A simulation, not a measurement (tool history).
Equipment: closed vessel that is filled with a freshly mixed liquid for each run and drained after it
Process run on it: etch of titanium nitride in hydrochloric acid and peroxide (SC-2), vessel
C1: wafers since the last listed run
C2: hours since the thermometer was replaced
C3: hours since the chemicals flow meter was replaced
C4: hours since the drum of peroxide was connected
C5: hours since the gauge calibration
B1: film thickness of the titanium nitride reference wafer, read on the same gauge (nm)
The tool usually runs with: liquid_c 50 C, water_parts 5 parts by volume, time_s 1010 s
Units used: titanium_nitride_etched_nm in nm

{"run": 1, "hour": 0.0, "liquid_c": 50, "water_parts": 5, "time_s": 1010, "C1": 0, "C2": 452.3, "C3": 2264.7, "C4": 544.7, "C5": 938.6, "B1": 49.98, "titanium_nitride_etched_nm": 52.74}
{"hour": 35.1, "done": "new drum of peroxide connected"}
{"run": 2, "hour": 173.0, "liquid_c": 50, "water_parts": 5, "time_s": 570, "C1": 7407, "C2": 625.3, "C3": 2437.7, "C4": 137.9, "C5": 1111.6, "B1": 49.98, "titanium_nitride_etched_nm": 30.82}
{"run": 3, "hour": 241.8, "liquid_c": 50, "water_parts": 5, "time_s": 570, "C1": 2963, "C2": 694.1, "C3": 2506.5, "C4": 206.7, "C5": 1180.4, "B1": 49.94, "titanium_nitride_etched_nm": 30.63}
{"run": 4, "hour": 296.3, "liquid_c": 50, "water_parts": 5, "time_s": 570, "C1": 2347, "C2": 748.6, "C3": 2561, "C4": 261.2, "C5": 1234.9, "B1": 49.98, "titanium_nitride_etched_nm": 31.02}
{"run": 5, "hour": 321.1, "liquid_c": 50, "water_parts": 5, "time_s": 1010, "C1": 1068, "C2": 773.4, "C3": 2585.8, "C4": 286, "C5": 1259.7, "B1": 49.96, "titanium_nitride_etched_nm": 54.99}
{"hour": 348.6, "done": "gauge calibrated"}
{"hour": 354.5, "done": "chemicals flow meter replaced"}
{"hour": 384.7, "done": "thermometer replaced"}
{"run": 6, "hour": 392.1, "liquid_c": 50, "water_parts": 5, "time_s": 1010, "C1": 2971, "C2": 7.4, "C3": 37.6, "C4": 357, "C5": 43.5, "B1": 49.97, "titanium_nitride_etched_nm": 53.13}
{"run": 7, "hour": 416.6, "liquid_c": 50, "water_parts": 5, "time_s": 1010, "C1": 1055, "C2": 31.9, "C3": 62.1, "C4": 381.5, "C5": 68, "B1": 49.94, "titanium_nitride_etched_nm": 53.63}
{"run": 8, "hour": 477.3, "liquid_c": 50, "water_parts": 5, "time_s": 1010, "C1": 2614, "C2": 92.6, "C3": 122.8, "C4": 442.2, "C5": 128.7, "B1": 50.05, "titanium_nitride_etched_nm": 53.82}
{"run": 9, "hour": 557.4, "liquid_c": 50, "water_parts": 5, "time_s": 1010, "C1": 3449, "C2": 172.7, "C3": 202.9, "C4": 522.3, "C5": 208.8, "B1": 50, "titanium_nitride_etched_nm": 53.79}
{"run": 10, "hour": 622.5, "liquid_c": 50, "water_parts": 5, "time_s": 1010, "C1": 2803, "C2": 237.8, "C3": 268, "C4": 587.4, "C5": 273.9, "B1": 50.01, "titanium_nitride_etched_nm": 52.52}
{"hour": 669.3, "done": "new drum of peroxide connected"}
{"run": 11, "hour": 681.8, "liquid_c": 50, "water_parts": 5, "time_s": 570, "C1": 2510, "C2": 297.1, "C3": 327.3, "C4": 12.5, "C5": 333.2, "B1": 49.99, "titanium_nitride_etched_nm": 31.31}
{"run": 12, "hour": 716.6, "liquid_c": 55, "water_parts": 5, "time_s": 1010, "C1": 1498, "C2": 331.9, "C3": 362.1, "C4": 47.3, "C5": 368, "B1": 50.02, "titanium_nitride_etched_nm": 75.69}
{"run": 13, "hour": 743.5, "liquid_c": 50, "water_parts": 5, "time_s": 1010, "C1": 1158, "C2": 358.8, "C3": 389, "C4": 74.2, "C5": 394.9, "B1": 50.03, "titanium_nitride_etched_nm": 54.78}
{"run": 14, "hour": 794.4, "liquid_c": 55.5, "water_parts": 5, "time_s": 1185, "C1": 2192, "C2": 409.7, "C3": 439.9, "C4": 125.1, "C5": 445.8, "B1": 49.96, "titanium_nitride_etched_nm": 92.11}
{"run": 15, "hour": 823.9, "liquid_c": 50, "water_parts": 4, "time_s": 1200, "C1": 1270, "C2": 439.2, "C3": 469.4, "C4": 154.6, "C5": 475.3, "B1": 49.96, "titanium_nitride_etched_nm": 75.61}
{"run": 16, "hour": 895.6, "liquid_c": 50, "water_parts": 4, "time_s": 1200, "C1": 3088, "C2": 510.9, "C3": 541.1, "C4": 226.3, "C5": 547, "B1": 49.97, "titanium_nitride_etched_nm": 75.32}
{"run": 17, "hour": 946.5, "liquid_c": 40, "water_parts": 4, "time_s": 1010, "C1": 2192, "C2": 561.8, "C3": 592, "C4": 277.2, "C5": 597.9, "B1": 50, "titanium_nitride_etched_nm": 31.96}
{"run": 18, "hour": 984.1, "liquid_c": 46.5, "water_parts": 6, "time_s": 725, "C1": 1619, "C2": 599.4, "C3": 629.6, "C4": 314.8, "C5": 635.5, "B1": 50.01, "titanium_nitride_etched_nm": 26.45}
{"run": 19, "hour": 1053.5, "liquid_c": 46, "water_parts": 6.5, "time_s": 1010, "C1": 2988, "C2": 668.8, "C3": 699, "C4": 384.2, "C5": 704.9, "B1": 50.04, "titanium_nitride_etched_nm": 34.04}
{"run": 20, "hour": 1117.9, "liquid_c": 50, "water_parts": 5, "time_s": 1010, "C1": 2773, "C2": 733.2, "C3": 763.4, "C4": 448.6, "C5": 769.3, "B1": 49.98, "titanium_nitride_etched_nm": 53.61}

Branching from run 20: 4 alternative next runs. What would each branch give?
{"run": "A", "hour": 1118.8, "liquid_c": 44, "water_parts": 5, "time_s": 1010, "C1": 38, "C2": 734.1, "C3": 764.3, "C4": 449.5, "C5": 770.2, "B1": "?", "titanium_nitride_etched_nm": "?"}
{"run": "B", "hour": 1118.8, "liquid_c": 50, "water_parts": 5, "time_s": 1595, "C1": 38, "C2": 734.1, "C3": 764.3, "C4": 449.5, "C5": 770.2, "B1": "?", "titanium_nitride_etched_nm": "?"}
{"run": "C", "hour": 1118.8, "liquid_c": 45.5, "water_parts": 6.5, "time_s": 725, "C1": 38, "C2": 734.1, "C3": 764.3, "C4": 449.5, "C5": 770.2, "B1": "?", "titanium_nitride_etched_nm": "?"}
{"run": "D", "hour": 1118.8, "liquid_c": 50, "water_parts": 4, "time_s": 665, "C1": 38, "C2": 734.1, "C3": 764.3, "C4": 449.5, "C5": 770.2, "B1": "?", "titanium_nitride_etched_nm": "?"}

run=A B1=49.98 titanium_nitride_etched_nm=35.9
run=B B1=49.98 titanium_nitride_etched_nm=85.23
run=C B1=49.98 titanium_nitride_etched_nm=23.51
run=D B1=49.98 titanium_nitride_etched_nm=41.5
Without the tool's hidden state the same runs would have given:
run=A titanium_nitride_etched_nm=37.35
run=B titanium_nitride_etched_nm=88.67
run=C titanium_nitride_etched_nm=24.48
run=D titanium_nitride_etched_nm=43.13

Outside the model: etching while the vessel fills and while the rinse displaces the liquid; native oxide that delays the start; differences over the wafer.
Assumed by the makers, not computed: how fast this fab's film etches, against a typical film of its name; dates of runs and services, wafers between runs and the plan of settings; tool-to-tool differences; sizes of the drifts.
